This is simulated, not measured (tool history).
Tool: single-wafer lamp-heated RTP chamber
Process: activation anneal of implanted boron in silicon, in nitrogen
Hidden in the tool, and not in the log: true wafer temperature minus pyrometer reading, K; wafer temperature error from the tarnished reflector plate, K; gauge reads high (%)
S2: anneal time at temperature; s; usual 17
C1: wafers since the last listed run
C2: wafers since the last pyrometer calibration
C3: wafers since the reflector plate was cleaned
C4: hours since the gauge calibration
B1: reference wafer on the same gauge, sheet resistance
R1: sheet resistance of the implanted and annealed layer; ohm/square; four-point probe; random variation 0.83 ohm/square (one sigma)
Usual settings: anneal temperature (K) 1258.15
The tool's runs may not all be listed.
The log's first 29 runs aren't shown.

run 30 hour=902.2 | anneal_temperature_(K)=1250.15 S2=17 | C1=258 C2=4555 C3=5517 C4=560.9 | B1=407.78 | R1=445.84
-- hour=918.6 reflector plate cleaned
run 31 hour=919.1 | anneal_temperature_(K)=1235.15 S2=17 | C1=111 C2=4667 C3=6 C4=577.8 | B1=407.94 | R1=458.98
run 32 hour=948.1 | anneal_temperature_(K)=1266.15 S2=20 | C1=363 C2=5030 C3=369 C4=606.8 | B1=408.19 | R1=441.37
run 33 hour=971.0 | anneal_temperature_(K)=1258.15 S2=17 | C1=287 C2=5317 C3=656 C4=629.7 | B1=407.92 | R1=444.90
run 34 hour=983.9 | anneal_temperature_(K)=1258.15 S2=17 | C1=161 C2=5479 C3=818 C4=642.6 | B1=408.12 | R1=444.45
run 35 hour=1016.3 | anneal_temperature_(K)=1243.15 S2=25 | C1=406 C2=5885 C3=1224 C4=675.0 | B1=408.00 | R1=446.47
run 36 hour=1034.0 | anneal_temperature_(K)=1281.15 S2=17 | C1=221 C2=6107 C3=1446 C4=692.7 | B1=408.10 | R1=441.58
run 37 hour=1056.7 | anneal_temperature_(K)=1281.15 S2=27 | C1=284 C2=6391 C3=1730 C4=715.4 | B1=408.06 | R1=439.05

Forecast each of these 4 alternatives for the next run:
run A hour=1057.1 | anneal_temperature_(K)=1258.15 S2=12 | C1=5 C2=6396 C3=1735 C4=715.8 | B1=? | R1=?
run B hour=1057.1 | anneal_temperature_(K)=1277.15 S2=17 | C1=5 C2=6396 C3=1735 C4=715.8 | B1=? | R1=?
run C hour=1057.1 | anneal_temperature_(K)=1285.15 S2=7 | C1=5 C2=6396 C3=1735 C4=715.8 | B1=? | R1=?
run D hour=1057.1 | anneal_temperature_(K)=1271.15 S2=17 | C1=5 C2=6396 C3=1735 C4=715.8 | B1=? | R1=?

run=A B1=408.05 R1=445.84
run=B B1=408.05 R1=441.63
run=C B1=408.05 R1=442.89
run=D B1=408.05 R1=442.28
Without the tool's hidden state the same runs would have given:
run=A R1=454.63
run=B R1=444.56
run=C R1=445.47
run=D R1=446.31

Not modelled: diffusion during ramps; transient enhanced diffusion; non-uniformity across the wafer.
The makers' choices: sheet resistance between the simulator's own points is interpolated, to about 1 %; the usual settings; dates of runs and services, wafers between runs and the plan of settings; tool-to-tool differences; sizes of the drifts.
